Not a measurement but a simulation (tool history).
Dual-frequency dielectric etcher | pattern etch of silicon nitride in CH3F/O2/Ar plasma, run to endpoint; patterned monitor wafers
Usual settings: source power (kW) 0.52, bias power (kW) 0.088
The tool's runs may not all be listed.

run	day	source power (kW)	bias power (kW)	incoming incoming film thickness, nm	endpoint time (s)
1	0	0.52	0.088	29.44	34
# day 1.6: wet clean of the chamber
2	1.688	0.52	0.088	29.58	35.8
3	4.679	0.52	0.088	29.33	35.3
4	6.508	0.52	0.088	29.53	35.7
5	8.7	0.52	0.088	29.37	35
6	10.721	0.52	0.088	29.55	35.6
7	13.9	0.52	0.088	29.35	34.7
# day 14.933: source power generator calibrated
8	16.679	0.52	0.088	29.35	35
# day 18.312: bias power generator calibrated
9	19.358	0.52	0.088	29.22	34.9
10	20.608	0.52	0.102	29.29	32.6
11	23.183	0.52	0.102	29.72	33.3
12	24.362	0.52	0.102	29.25	32
# day 26.046: wet clean of the chamber
13	26.367	0.52	0.088	29.27	35.6
14	28.517	0.63	0.088	29.43	32.9
15	29.8	0.55	0.071	29.55	37.7
16	31.417	0.52	0.088	29.55	35.5
17	34.338	0.42	0.07	29.44	42
18	35.871	0.48	0.074	29.41	38.7
19	38.167	0.52	0.088	29.24	34.6
20	40.404	0.52	0.109	29.38	31.6
21	41.717	0.52	0.098	29.33	33
# day 49.242: upper electrode replaced
22	49.262	0.52	0.073	29.29	36.2
# day 51.375: wet clean of the chamber
23	51.617	0.52	0.088	29.63	35.9
24	52.629	0.65	0.073	29.35	35
25	55.371	0.52	0.088	29.43	35.8
26	57.783	0.48	0.1	29.53	35.1
27	60.396	0.52	0.088	29.58	35.3
28	61.958	0.52	0.088	29.51	34.9
29	64.912	0.4	0.104	29.69	37.1
30	66.462	0.52	0.095	29.65	33.8
31	67.558	0.62	0.102	29.24	30.1
32	69.067	0.44	0.088	29.46	37.2
# day 75.042: wet clean of the chamber
33	75.979	0.52	0.088	29.34	36.4
34	77.25	0.52	0.094	29.6	35.1
35	79.412	0.52	0.088	29.63	35.7
36	81.292	0.44	0.088	29.15	37.3

3 ways to go on from here, each from the tool as it stands after run 36. What would each give?
A	81.308	0.52	0.088	29.44	?
B	81.308	0.4	0.08	29.44	?
C	81.308	0.42	0.082	29.44	?

run	endpoint time (s)
A	36.2
B	42
C	40.7
Without the tool's hidden state the same runs would have given:
run	endpoint time (s)
A	36.4
B	42.2
C	40.9
